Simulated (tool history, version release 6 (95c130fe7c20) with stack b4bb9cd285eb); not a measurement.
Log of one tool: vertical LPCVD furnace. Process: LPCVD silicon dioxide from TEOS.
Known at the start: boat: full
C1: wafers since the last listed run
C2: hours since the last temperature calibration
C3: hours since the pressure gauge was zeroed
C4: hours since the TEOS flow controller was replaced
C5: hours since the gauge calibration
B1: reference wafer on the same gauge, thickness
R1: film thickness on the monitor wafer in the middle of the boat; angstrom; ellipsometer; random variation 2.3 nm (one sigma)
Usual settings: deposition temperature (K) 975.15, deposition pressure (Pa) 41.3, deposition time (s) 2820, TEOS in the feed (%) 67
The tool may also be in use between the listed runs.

run 1 hour=0 | deposition_temperature_(K)=975.15 deposition_pressure_(Pa)=41.3 deposition_time_(s)=2820 TEOS_in_the_feed_(%)=67 | C1=0 C2=4109.8 C3=1956.9 C4=2725.1 C5=920.2 | B1=434.58 | R1=3732.5
-- hour=50.8 pressure gauge zeroed
run 2 hour=66 | deposition_temperature_(K)=975.15 deposition_pressure_(Pa)=41.3 deposition_time_(s)=2820 TEOS_in_the_feed_(%)=67 | C1=594 C2=4175.8 C3=15.2 C4=2791.1 C5=986.2 | B1=433.88 | R1=3899.3
run 3 hour=155.8 | deposition_temperature_(K)=975.15 deposition_pressure_(Pa)=41.3 deposition_time_(s)=2820 TEOS_in_the_feed_(%)=67 | C1=1271 C2=4265.6 C3=105 C4=2880.9 C5=1076 | B1=434.1 | R1=3890.8
run 4 hour=241.2 | deposition_temperature_(K)=967.15 deposition_pressure_(Pa)=41.3 deposition_time_(s)=2820 TEOS_in_the_feed_(%)=67 | C1=1209 C2=4351 C3=190.4 C4=2966.3 C5=1161.4 | B1=434.6 | R1=3221.6
run 5 hour=278.2 | deposition_temperature_(K)=967.15 deposition_pressure_(Pa)=41.3 deposition_time_(s)=2820 TEOS_in_the_feed_(%)=67 | C1=524 C2=4388 C3=227.4 C4=3003.3 C5=1198.4 | B1=433.06 | R1=3203.3
run 6 hour=380.7 | deposition_temperature_(K)=967.15 deposition_pressure_(Pa)=41.3 deposition_time_(s)=2820 TEOS_in_the_feed_(%)=67 | C1=1451 C2=4490.5 C3=329.9 C4=3105.8 C5=1300.9 | B1=433.56 | R1=3242.1
run 7 hour=436.2 | deposition_temperature_(K)=975.15 deposition_pressure_(Pa)=41.3 deposition_time_(s)=2820 TEOS_in_the_feed_(%)=67 | C1=786 C2=4546 C3=385.4 C4=3161.3 C5=1356.4 | B1=434.07 | R1=3850.2
run 8 hour=542.6 | deposition_temperature_(K)=975.15 deposition_pressure_(Pa)=41.3 deposition_time_(s)=2820 TEOS_in_the_feed_(%)=67 | C1=1506 C2=4652.4 C3=491.8 C4=3267.7 C5=1462.8 | B1=434.1 | R1=3857.8
run 9 hour=614 | deposition_temperature_(K)=975.15 deposition_pressure_(Pa)=41.3 deposition_time_(s)=2820 TEOS_in_the_feed_(%)=67 | C1=1011 C2=4723.8 C3=563.2 C4=3339.1 C5=1534.2 | B1=433.97 | R1=3884.2
run 10 hour=804.3 | deposition_temperature_(K)=975.15 deposition_pressure_(Pa)=41.3 deposition_time_(s)=2820 TEOS_in_the_feed_(%)=67 | C1=2695 C2=4914.1 C3=753.5 C4=3529.4 C5=1724.5 | B1=434.45 | R1=3870.9
run 11 hour=874.5 | deposition_temperature_(K)=977.15 deposition_pressure_(Pa)=41.3 deposition_time_(s)=2820 TEOS_in_the_feed_(%)=60 | C1=994 C2=4984.3 C3=823.7 C4=3599.6 C5=1794.7 | B1=433.64 | R1=3804.6
-- hour=948 thermocouples replaced and temperature profile calibrated
run 12 hour=970.9 | deposition_temperature_(K)=977.15 deposition_pressure_(Pa)=41.3 deposition_time_(s)=2820 TEOS_in_the_feed_(%)=60 | C1=1025 C2=22.9 C3=920.1 C4=3696 C5=1891.1 | B1=434.79 | R1=3781.1
run 13 hour=1068.1 | deposition_temperature_(K)=975.15 deposition_pressure_(Pa)=41.3 deposition_time_(s)=2820 TEOS_in_the_feed_(%)=67 | C1=1376 C2=120.1 C3=1017.3 C4=3793.2 C5=1988.3 | B1=434.66 | R1=3805.4
run 14 hour=1141.2 | deposition_temperature_(K)=975.15 deposition_pressure_(Pa)=41.3 deposition_time_(s)=2820 TEOS_in_the_feed_(%)=67 | C1=1035 C2=193.2 C3=1090.4 C4=3866.3 C5=2061.4 | B1=433.85 | R1=3802.8
run 15 hour=1186.9 | deposition_temperature_(K)=975.15 deposition_pressure_(Pa)=41.3 deposition_time_(s)=2820 TEOS_in_the_feed_(%)=67 | C1=647 C2=238.9 C3=1136.1 C4=3912 C5=2107.1 | B1=434.03 | R1=3820.9
run 16 hour=1276.8 | deposition_temperature_(K)=975.15 deposition_pressure_(Pa)=41.3 deposition_time_(s)=2820 TEOS_in_the_feed_(%)=67 | C1=1273 C2=328.8 C3=1226 C4=4001.9 C5=2197 | B1=433.65 | R1=3792.5
run 17 hour=1344.5 | deposition_temperature_(K)=975.15 deposition_pressure_(Pa)=41.3 deposition_time_(s)=2820 TEOS_in_the_feed_(%)=67 | C1=958 C2=396.5 C3=1293.7 C4=4069.6 C5=2264.7 | B1=434.82 | R1=3807.8
-- hour=1385.3 TEOS flow controller replaced
run 18 hour=1403.4 | deposition_temperature_(K)=975.15 deposition_pressure_(Pa)=32.7 deposition_time_(s)=2820 TEOS_in_the_feed_(%)=67 | C1=494 C2=455.4 C3=1352.6 C4=18.1 C5=2323.6 | B1=434.93 | R1=3389.9
run 19 hour=1445.3 | deposition_temperature_(K)=975.15 deposition_pressure_(Pa)=48.7 deposition_time_(s)=2820 TEOS_in_the_feed_(%)=67 | C1=593 C2=497.3 C3=1394.5 C4=60 C5=2365.5 | B1=432.76 | R1=4120.7
run 20 hour=1485.2 | deposition_temperature_(K)=975.15 deposition_pressure_(Pa)=41.3 deposition_time_(s)=3870 TEOS_in_the_feed_(%)=79 | C1=565 C2=537.2 C3=1434.4 C4=99.9 C5=2405.4 | B1=433.27 | R1=5694.9
-- hour=1539.5 gauge calibrated
run 21 hour=1563.1 | deposition_temperature_(K)=975.15 deposition_pressure_(Pa)=41.3 deposition_time_(s)=2820 TEOS_in_the_feed_(%)=67 | C1=1103 C2=615.1 C3=1512.3 C4=177.8 C5=23.6 | B1=433.83 | R1=3855.8
-- hour=1643.7 pressure gauge zeroed
run 22 hour=1644.2 | deposition_temperature_(K)=967.15 deposition_pressure_(Pa)=45.3 deposition_time_(s)=1920 TEOS_in_the_feed_(%)=67 | C1=808 C2=696.2 C3=0.5 C4=258.9 C5=104.7 | B1=433.97 | R1=2283.6
run 23 hour=1688.2 | deposition_temperature_(K)=969.15 deposition_pressure_(Pa)=37.3 deposition_time_(s)=1920 TEOS_in_the_feed_(%)=59 | C1=623 C2=740.2 C3=44.5 C4=302.9 C5=148.7 | B1=433.04 | R1=2049.3
run 24 hour=1763.5 | deposition_temperature_(K)=975.15 deposition_pressure_(Pa)=46.7 deposition_time_(s)=1800 TEOS_in_the_feed_(%)=67 | C1=1066 C2=815.5 C3=119.8 C4=378.2 C5=224 | B1=434.42 | R1=2627.1
run 25 hour=1834 | deposition_temperature_(K)=975.15 deposition_pressure_(Pa)=41.3 deposition_time_(s)=3480 TEOS_in_the_feed_(%)=67 | C1=998 C2=886 C3=190.3 C4=448.7 C5=294.5 | B1=433.46 | R1=4807.9
run 26 hour=1895.4 | deposition_temperature_(K)=980.15 deposition_pressure_(Pa)=41.3 deposition_time_(s)=2820 TEOS_in_the_feed_(%)=67 | C1=869 C2=947.4 C3=251.7 C4=510.1 C5=355.9 | B1=433.05 | R1=4320.4
run 27 hour=1939.6 | deposition_temperature_(K)=979.15 deposition_pressure_(Pa)=35.3 deposition_time_(s)=3540 TEOS_in_the_feed_(%)=67 | C1=626 C2=991.6 C3=295.9 C4=554.3 C5=400.1 | B1=434.72 | R1=4904.1
run 28 hour=2023 | deposition_temperature_(K)=975.15 deposition_pressure_(Pa)=32 deposition_time_(s)=2010 TEOS_in_the_feed_(%)=57 | C1=1181 C2=1075 C3=379.3 C4=637.7 C5=483.5 | B1=434.99 | R1=2233.9
run 29 hour=2081.6 | deposition_temperature_(K)=975.15 deposition_pressure_(Pa)=47.3 deposition_time_(s)=1950 TEOS_in_the_feed_(%)=62 | C1=829 C2=1133.6 C3=437.9 C4=696.3 C5=542.1 | B1=435.04 | R1=2742
run 30 hour=2128.2 | deposition_temperature_(K)=975.15 deposition_pressure_(Pa)=41.3 deposition_time_(s)=2820 TEOS_in_the_feed_(%)=67 | C1=660 C2=1180.2 C3=484.5 C4=742.9 C5=588.7 | B1=434.33 | R1=3855.4

5 ways to go on from here, each from the tool as it stands after run 30. What would each give?
run A hour=2133 | deposition_temperature_(K)=966.15 deposition_pressure_(Pa)=41.3 deposition_time_(s)=2820 TEOS_in_the_feed_(%)=67 | C1=67 C2=1185 C3=489.3 C4=747.7 C5=593.5 | B1=? | R1=?
run B hour=2133 | deposition_temperature_(K)=979.15 deposition_pressure_(Pa)=32.7 deposition_time_(s)=2820 TEOS_in_the_feed_(%)=67 | C1=67 C2=1185 C3=489.3 C4=747.7 C5=593.5 | B1=? | R1=?
run C hour=2133 | deposition_temperature_(K)=975.15 deposition_pressure_(Pa)=35.3 deposition_time_(s)=3330 TEOS_in_the_feed_(%)=67 | C1=67 C2=1185 C3=489.3 C4=747.7 C5=593.5 | B1=? | R1=?
run D hour=2133 | deposition_temperature_(K)=968.15 deposition_pressure_(Pa)=34.7 deposition_time_(s)=1770 TEOS_in_the_feed_(%)=67 | C1=67 C2=1185 C3=489.3 C4=747.7 C5=593.5 | B1=? | R1=?
run E hour=2133 | deposition_temperature_(K)=975.15 deposition_pressure_(Pa)=50.7 deposition_time_(s)=1740 TEOS_in_the_feed_(%)=80 | C1=67 C2=1185 C3=489.3 C4=747.7 C5=593.5 | B1=? | R1=?

run=A B1=434.1 R1=3108.7
run=B B1=434.1 R1=3731.6
run=C B1=434.1 R1=4182.5
run=D B1=434.1 R1=1869.9
run=E B1=434.1 R1=2868.8
Without the tool's hidden state the same runs would have given:
run=A R1=3136.5
run=B R1=3774
run=C R1=4226.4
run=D R1=1889.9
run=E R1=2889.7
